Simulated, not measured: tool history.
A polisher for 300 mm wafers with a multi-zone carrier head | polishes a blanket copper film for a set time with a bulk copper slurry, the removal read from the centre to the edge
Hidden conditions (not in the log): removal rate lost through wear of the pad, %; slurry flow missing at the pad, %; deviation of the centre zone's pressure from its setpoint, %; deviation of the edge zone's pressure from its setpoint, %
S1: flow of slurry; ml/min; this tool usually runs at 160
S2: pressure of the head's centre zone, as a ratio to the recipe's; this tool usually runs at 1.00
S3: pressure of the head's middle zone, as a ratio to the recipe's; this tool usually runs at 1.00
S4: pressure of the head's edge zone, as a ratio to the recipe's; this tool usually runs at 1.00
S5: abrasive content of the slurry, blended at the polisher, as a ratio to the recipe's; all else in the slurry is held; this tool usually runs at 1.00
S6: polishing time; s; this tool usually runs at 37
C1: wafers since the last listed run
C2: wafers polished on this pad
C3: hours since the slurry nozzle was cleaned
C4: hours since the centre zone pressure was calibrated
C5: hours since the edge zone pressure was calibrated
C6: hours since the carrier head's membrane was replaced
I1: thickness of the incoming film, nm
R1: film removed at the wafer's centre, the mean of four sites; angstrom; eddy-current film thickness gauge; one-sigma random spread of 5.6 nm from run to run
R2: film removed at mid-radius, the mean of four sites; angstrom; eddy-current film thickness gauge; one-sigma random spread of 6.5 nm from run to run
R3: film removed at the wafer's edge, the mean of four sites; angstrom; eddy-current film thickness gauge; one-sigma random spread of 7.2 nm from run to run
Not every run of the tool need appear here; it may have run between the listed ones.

run,hour,S1,S2,S3,S4,S5,S6,C1,C2,C3,C4,C5,C6,I1,R1,R2,R3
1,0.0,110,1.00,1.00,1.00,1.00,37,0,1282,63.9,121.4,64.0,388.9,3138.9,4178,4239,4374
# hour 15.5: worn pad replaced by a new one
2,17.9,160,1.00,1.00,1.00,1.00,37,176,29,81.8,139.3,81.9,406.8,3201.2,4870,4829,4825
3,26.4,160,1.00,1.00,1.00,1.00,37,107,137,90.3,147.8,90.4,415.3,3240.6,4960,4745,4809
4,33.9,160,0.91,0.97,1.00,1.00,37,95,233,97.8,155.3,97.9,422.8,3239.0,4542,4658,4838
5,49.2,160,1.00,1.03,1.00,1.10,37,194,427,113.1,170.6,113.2,438.1,3195.7,4983,4931,5094
6,59.8,160,1.07,1.00,1.00,1.00,37,134,561,123.7,181.2,123.8,448.7,3209.8,4997,4757,4833
7,68.0,160,0.93,1.00,1.00,1.00,37,104,665,131.9,189.4,132.0,456.9,3178.4,4553,4732,4722
8,74.6,160,1.00,1.00,1.00,1.00,37,83,749,138.5,196.0,138.6,463.5,3162.3,4696,4779,4838
9,82.7,160,0.89,1.06,0.96,1.00,37,102,852,146.6,204.1,146.7,471.6,3193.5,4444,4902,4786
10,115.1,105,1.00,1.00,0.90,1.00,37,411,1263,179.0,236.5,179.1,504.0,3142.3,4121,3998,4080
# hour 132.7: carrier head's membrane replaced by a new one
11,133.2,160,1.00,1.00,1.00,1.00,29,166,1430,197.1,254.6,197.2,0.5,3256.5,3547,3594,3623
# hour 143.7: worn pad replaced by a new one
12,146.4,160,1.07,0.89,1.00,1.00,37,116,34,210.3,267.8,210.4,13.7,3167.8,5065,4300,5021
13,157.8,160,1.00,0.95,1.03,1.00,37,144,179,221.7,279.2,221.8,25.1,3177.5,4899,4525,5026
14,170.2,160,0.92,1.00,1.10,1.00,37,157,336,234.1,291.6,234.2,37.5,3222.7,4591,4693,5091
15,187.3,160,0.90,1.03,1.00,1.00,32,217,553,251.2,308.7,251.3,54.6,3172.5,3943,4133,4296
16,197.9,160,0.88,1.12,1.00,0.75,28,134,688,261.8,319.3,261.9,65.2,3195.3,3157,3750,3443
17,213.0,160,1.00,1.00,1.00,1.00,37,191,880,276.9,334.4,277.0,80.3,3214.0,4825,4614,4735
18,222.6,160,0.90,1.00,1.00,1.00,37,121,1001,286.5,344.0,286.6,89.9,3232.5,4440,4583,4915
19,230.4,180,1.10,0.96,1.00,1.15,37,99,1100,294.3,351.8,294.4,97.7,3231.9,5492,4749,4894
20,242.1,120,1.00,1.00,0.93,1.00,31,148,1249,306.0,363.5,306.1,109.4,3241.6,3674,3469,3558
21,258.1,160,0.88,1.00,1.00,0.75,37,203,1452,322.0,379.5,322.1,125.4,3185.0,4019,4297,4375
22,266.1,160,0.95,1.00,1.00,1.15,49,101,1554,330.0,387.5,330.1,133.4,3182.4,5982,6129,6150

4 ways to go on from here, each from the tool as it stands after run 22. What would each give?
A,266.5,200,1.00,1.00,1.00,1.00,37,5,1559,330.4,387.9,330.5,133.8,3218.9,?,?,?
B,266.5,160,0.92,1.11,1.00,1.25,37,5,1559,330.4,387.9,330.5,133.8,3218.9,?,?,?
C,266.5,110,1.00,0.96,1.10,0.85,37,5,1559,330.4,387.9,330.5,133.8,3218.9,?,?,?
D,266.5,130,1.11,1.00,1.00,1.15,44,5,1559,330.4,387.9,330.5,133.8,3218.9,?,?,?

run,R1,R2,R3
A,4800,4663,4744
B,4559,5147,4833
C,3995,3818,4360
D,5755,5248,5469
With the hidden condition removed and each run's random variation left untouched, the same runs would have given:
run,R1,R2,R3
A,5145,4998,5085
B,4886,5517,5180
C,4282,4092,4673
D,6168,5625,5862
